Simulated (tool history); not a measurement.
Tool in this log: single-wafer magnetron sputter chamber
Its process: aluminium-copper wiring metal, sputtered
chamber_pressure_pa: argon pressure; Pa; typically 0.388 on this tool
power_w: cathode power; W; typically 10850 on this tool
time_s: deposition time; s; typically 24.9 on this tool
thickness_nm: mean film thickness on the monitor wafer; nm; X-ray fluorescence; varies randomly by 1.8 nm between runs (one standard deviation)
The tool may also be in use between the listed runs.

run,hour,chamber_pressure_pa,power_w,time_s,"read-back reference wafer on the same gauge, thickness_nm",thickness_nm
1,0,0.388,12050,24.9,538.27,503.344
# hour 62.9: gauge calibrated
2,98,0.388,12050,24.9,537.98,489.748
3,111.2,0.388,12050,24.9,537.034,492.302
# hour 126.6: sputter target and shields replaced
4,146.5,0.388,10850,24.9,538.203,473.937
5,175.1,0.388,10850,24.9,538.278,469.342
# hour 200.5: capacitance manometer re-zeroed and calibrated
6,201,0.388,10850,24.9,538.179,463.637
7,215.9,0.388,10850,24.9,537.612,461.06
8,232.5,0.388,10850,24.9,538.607,455.997
9,247.2,0.388,10850,24.9,537.831,461.792
# hour 280.3: sputter target and shields replaced
10,281.3,0.263,12700,26.9,537.964,612.793
# hour 342.2: gauge calibrated
11,352.5,0.388,10850,24.9,537.409,465.134
12,382.2,0.264,10050,21.3,538.915,404.06
# hour 397.9: magnet pack replaced, of another model than before
13,402.6,0.388,11950,27.9,538.464,548.782
14,434.2,0.266,13300,23.2,537.183,506.81
15,450.5,0.316,9200,29.1,538.011,505.662
# hour 463.9: sputter target and shields replaced
16,480.1,0.44,10850,27.3,538.787,510.796
17,503.7,0.44,10850,27.3,538.29,509.691
18,530.8,0.388,10850,24.9,537.055,465.548

Forecast each of these 4 alternatives for the next run:
A,531.2,0.388,10850,24.9,?,?
B,531.2,0.388,9800,21.6,?,?
C,531.2,0.388,10850,21.3,?,?
D,531.2,0.388,10850,22.1,?,?

run,"read-back reference wafer on the same gauge, thickness_nm",thickness_nm
A,537.323,466.465
B,537.323,382.713
C,537.323,399.024
D,537.323,414.011
With no hidden state in the tool, these same runs would have given:
run,thickness_nm
A,483.68
B,396.837
C,413.75
D,429.29
